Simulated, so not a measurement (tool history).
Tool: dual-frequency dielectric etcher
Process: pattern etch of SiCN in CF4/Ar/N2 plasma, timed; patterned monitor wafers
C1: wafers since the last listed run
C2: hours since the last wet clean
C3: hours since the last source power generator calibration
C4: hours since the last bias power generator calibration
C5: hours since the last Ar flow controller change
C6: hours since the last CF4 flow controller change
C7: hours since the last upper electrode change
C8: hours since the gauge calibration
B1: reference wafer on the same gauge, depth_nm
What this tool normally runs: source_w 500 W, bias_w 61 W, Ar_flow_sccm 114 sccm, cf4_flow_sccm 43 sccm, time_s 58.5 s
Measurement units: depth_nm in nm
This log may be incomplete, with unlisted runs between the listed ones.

Run 1, day 0.000: usual settings; C1 0; C2 217.6; C3 2643.0; C4 1786.0; C5 3353.3; C6 6198.8; C7 5033.6; C8 127.7; B1 46.35. Result: depth_nm 42.99 nm.
Run 2, day 1.008: usual settings; C1 391; C2 241.8; C3 2667.2; C4 1810.2; C5 3377.5; C6 6223.0; C7 5057.8; C8 151.9; B1 46.37. Result: depth_nm 43.07 nm.
Run 3, day 2.475: usual settings; C1 569; C2 277.0; C3 2702.4; C4 1845.4; C5 3412.7; C6 6258.2; C7 5093.0; C8 187.1; B1 46.36. Result: depth_nm 43.17 nm.
Run 4, day 3.583: usual settings; C1 430; C2 303.6; C3 2729.0; C4 1872.0; C5 3439.3; C6 6284.8; C7 5119.6; C8 213.7; B1 46.44. Result: depth_nm 43.65 nm.
Run 5, day 4.721: usual settings but source_w 550 W; C1 441; C2 330.9; C3 2756.3; C4 1899.3; C5 3466.6; C6 6312.1; C7 5146.9; C8 241.0; B1 46.41. Result: depth_nm 46.65 nm.
At day 6.150: source power generator calibrated.
At day 6.183: upper electrode replaced, of another model than before.
Run 6, day 6.204: usual settings but source_w 470 W; C1 497; C2 366.5; C3 1.3; C4 1934.9; C5 3502.2; C6 6347.7; C7 0.5; C8 276.6; B1 46.40. Result: depth_nm 40.59 nm.
Run 7, day 6.221: usual settings but bias_w 72 W; C1 6; C2 366.9; C3 1.7; C4 1935.3; C5 3502.6; C6 6348.1; C7 0.9; C8 277.0; B1 46.39. Result: depth_nm 44.63 nm.
At day 7.417: CF4 flow controller replaced.
Run 8, day 7.438: usual settings but bias_w 72 W; C1 375; C2 396.1; C3 30.9; C4 1964.5; C5 3531.8; C6 0.5; C7 30.1; C8 306.2; B1 46.43. Result: depth_nm 44.66 nm.
Run 9, day 8.338: usual settings; C1 349; C2 417.7; C3 52.5; C4 1986.1; C5 3553.4; C6 22.1; C7 51.7; C8 327.8; B1 46.35. Result: depth_nm 43.11 nm.
Run 10, day 9.017: usual settings; C1 263; C2 434.0; C3 68.8; C4 2002.4; C5 3569.7; C6 38.4; C7 68.0; C8 344.1; B1 46.39. Result: depth_nm 43.62 nm.
Run 11, day 10.246: usual settings but time_s 47.5 s; C1 477; C2 463.5; C3 98.3; C4 2031.9; C5 3599.2; C6 67.9; C7 97.5; C8 373.6; B1 46.35. Result: depth_nm 35.84 nm.
Run 12, day 11.054: usual settings but source_w 550 W, Ar_flow_sccm 132 sccm, cf4_flow_sccm 40 sccm, time_s 64.5 s; C1 313; C2 482.9; C3 117.7; C4 2051.3; C5 3618.6; C6 87.3; C7 116.9; C8 393.0; B1 46.42. Result: depth_nm 51.72 nm.
At day 11.496: bias power generator calibrated.
At day 11.908: Ar flow controller replaced.
Run 13, day 12.250: usual settings but source_w 530 W, Ar_flow_sccm 92 sccm, cf4_flow_sccm 34 sccm, time_s 72.0 s; C1 302; C2 511.6; C3 146.4; C4 18.1; C5 8.2; C6 116.0; C7 145.6; C8 421.7; B1 46.41. Result: depth_nm 56.46 nm.
At day 12.721: gauge calibrated.
At day 14.325: wet clean of the chamber.
Run 14, day 14.346: usual settings but cf4_flow_sccm 37 sccm; C1 425; C2 0.5; C3 196.7; C4 68.4; C5 58.5; C6 166.3; C7 195.9; C8 39.0; B1 46.40. Result: depth_nm 41.58 nm.
Run 15, day 14.846: usual settings but Ar_flow_sccm 135 sccm, cf4_flow_sccm 50 sccm; C1 194; C2 12.5; C3 208.7; C4 80.4; C5 70.5; C6 178.3; C7 207.9; C8 51.0; B1 46.39. Result: depth_nm 42.79 nm.
Run 16, day 16.567: usual settings but source_w 540 W, bias_w 65 W; C1 668; C2 53.8; C3 250.0; C4 121.7; C5 111.8; C6 219.6; C7 249.2; C8 92.3; B1 46.44. Result: depth_nm 47.25 nm.
Run 17, day 17.383: usual settings; C1 317; C2 73.4; C3 269.6; C4 141.3; C5 131.4; C6 239.2; C7 268.8; C8 111.9; B1 46.41. Result: depth_nm 42.93 nm.
Run 18, day 17.938: usual settings; C1 215; C2 86.7; C3 282.9; C4 154.6; C5 144.7; C6 252.5; C7 282.1; C8 125.2; B1 46.43. Result: depth_nm 42.72 nm.

Consider 5 possible next runs. They are alternatives, not a sequence: every one starts from the tool as it was left by run 18. What does each give?
Run A, day 17.954: usual settings; C1 6; C2 87.1; C3 283.3; C4 155.0; C5 145.1; C6 252.9; C7 282.5; C8 125.6; B1 ?. Result: depth_nm ?.
Run B, day 17.954: usual settings but bias_w 54 W, time_s 46.0 s; C1 6; C2 87.1; C3 283.3; C4 155.0; C5 145.1; C6 252.9; C7 282.5; C8 125.6; B1 ?. Result: depth_nm ?.
Run C, day 17.954: usual settings but cf4_flow_sccm 34 sccm; C1 6; C2 87.1; C3 283.3; C4 155.0; C5 145.1; C6 252.9; C7 282.5; C8 125.6; B1 ?. Result: depth_nm ?.
Run D, day 17.954: usual settings but bias_w 54 W, Ar_flow_sccm 98 sccm; C1 6; C2 87.1; C3 283.3; C4 155.0; C5 145.1; C6 252.9; C7 282.5; C8 125.6; B1 ?. Result: depth_nm ?.
Run E, day 17.954: usual settings but bias_w 73 W, time_s 51.0 s; C1 6; C2 87.1; C3 283.3; C4 155.0; C5 145.1; C6 252.9; C7 282.5; C8 125.6; B1 ?. Result: depth_nm ?.

run     B1  depth_nm
  A  46.41     42.88
  B  46.41     33.17
  C  46.41     40.98
  D  46.41     43.02
  E  46.41     38.39
Had the tool no hidden state, the same runs would have come out as:
run  depth_nm
  A     42.48
  B     32.86
  C     40.60
  D     42.62
  E     38.04
